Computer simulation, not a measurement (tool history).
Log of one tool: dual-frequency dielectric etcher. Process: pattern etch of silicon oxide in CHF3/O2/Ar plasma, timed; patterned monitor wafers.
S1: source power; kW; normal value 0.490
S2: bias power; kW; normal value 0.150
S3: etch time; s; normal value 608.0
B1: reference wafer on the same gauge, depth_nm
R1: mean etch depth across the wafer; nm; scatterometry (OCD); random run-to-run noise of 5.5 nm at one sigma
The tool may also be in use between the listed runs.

run,day,S1,S2,S3,B1,R1
1,0.000,0.490,0.150,608.0,970.2,1110.3
2,2.046,0.490,0.150,608.0,968.7,1108.5
3,4.388,0.490,0.150,608.0,970.5,1099.9
4,6.954,0.490,0.150,608.0,969.6,1103.4
5,9.321,0.490,0.150,608.0,972.7,1096.6
6,12.154,0.490,0.150,608.0,970.5,1101.2
7,13.254,0.530,0.130,608.0,969.3,1104.3
8,15.262,0.490,0.150,608.0,969.7,1106.0
# day 16.229: gauge calibrated
# day 16.338: source power generator calibrated
# day 16.475: wet clean of the chamber
9,18.142,0.490,0.150,608.0,968.4,1135.2
10,20.396,0.440,0.138,548.0,970.5,935.9
11,22.575,0.540,0.187,444.5,969.4,938.4
12,23.850,0.490,0.172,453.5,970.4,874.1
13,26.462,0.450,0.138,768.0,969.9,1322.7
14,27.775,0.490,0.150,766.0,970.5,1426.3
15,29.262,0.490,0.150,608.0,970.4,1127.1
16,32.104,0.490,0.150,608.0,968.8,1119.7
# day 34.592: wet clean of the chamber
17,34.846,0.570,0.136,700.0,968.0,1370.0
# day 36.825: bias power generator calibrated
18,37.996,0.430,0.184,608.0,969.7,1112.4
# day 41.325: upper electrode replaced, of another model than before
19,41.346,0.610,0.120,608.0,969.6,1260.1
20,43.325,0.430,0.150,509.5,969.7,819.9
21,49.442,0.490,0.150,608.0,968.4,1106.1
22,50.679,0.490,0.150,608.0,971.3,1098.4
23,52.167,0.440,0.131,431.5,970.5,693.6
# day 54.354: wet clean of the chamber
24,59.554,0.490,0.150,749.0,968.7,1348.0
25,61.000,0.410,0.169,534.5,971.4,839.4
26,69.975,0.490,0.150,608.0,971.5,1087.4
27,71.212,0.520,0.150,432.0,967.4,813.2
# day 73.529: wet clean of the chamber
28,74.183,0.610,0.171,760.0,970.0,1678.8
29,75.675,0.390,0.150,505.0,971.3,710.1

Below are 4 alternative next runs, each starting from the tool's condition after run 29. Predict each:
A,75.700,0.490,0.150,608.0,?,?
B,75.700,0.600,0.124,497.5,?,?
C,75.700,0.490,0.150,460.0,?,?
D,75.700,0.390,0.150,608.0,?,?

run,B1,R1
A,970.5,1092.9
B,970.5,1005.7
C,970.5,826.8
D,970.5,859.0
With no hidden state in the tool, these same runs would have given:
run,R1
A,1141.6
B,1051.4
C,863.7
D,906.0
